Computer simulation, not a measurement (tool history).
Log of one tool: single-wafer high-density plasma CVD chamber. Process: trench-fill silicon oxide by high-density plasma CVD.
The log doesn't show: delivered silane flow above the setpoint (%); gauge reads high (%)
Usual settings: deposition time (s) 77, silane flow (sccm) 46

run,day,deposition time (s),silane flow (sccm),wafers since the last listed run,hours since the silane flow controller was replaced,hours since the gauge calibration,"read-back reference wafer on the same gauge, thickness_nm",mean film thickness on the monitor wafer (Å)
1,0,77,40,0,2393.1,64.6,392.674,3053.27
2,0.642,77,40,266,2408.5,80,392.918,3052.43
3,1.062,77,40,174,2418.6,90.1,393.196,3059.74
4,1.742,71,46,281,2434.9,106.4,393.333,3243.57
# day 2.288: silane flow controller replaced
5,2.308,71,46,96,0.5,120,393.624,3245.57
# day 2.562: gauge calibrated
6,2.8,86.8,46,204,12.3,5.7,391.679,3951.15
7,3.429,86.8,46,261,27.4,20.8,391.99,3959.48
8,3.683,87.6,41,105,33.5,26.9,392.06,3553.89
9,4.288,82.1,46,250,48,41.4,392.379,3737.01
10,5.029,85.4,46,307,65.8,59.2,392.592,3891.28
11,5.312,82.1,46,117,72.6,66,392.701,3745.06
12,5.729,62.2,50,172,82.6,76,392.878,3080.18
13,6.575,71,46,351,102.9,96.3,393.191,3231.15
14,6.854,87.2,41,115,109.6,103,393.136,3540.84

5 ways to go on from here, each from the tool as it stands after run 14. What would each give?
A,6.871,77,52,6,110,103.4,?,?
B,6.871,84.5,53,6,110,103.4,?,?
C,6.871,81.2,42,6,110,103.4,?,?
D,6.871,83.4,49,6,110,103.4,?,?
E,6.871,88.1,40,6,110,103.4,?,?

run,"read-back reference wafer on the same gauge, thickness_nm",mean film thickness on the monitor wafer (Å)
A,393.282,3979.11
B,393.282,4450.66
C,393.282,3389.2
D,393.282,4061.2
E,393.282,3502.09
Without the tool's hidden state the same runs would have given:
run,mean film thickness on the monitor wafer (Å)
A,3966.53
B,4436.59
C,3378.49
D,4048.36
E,3491.02
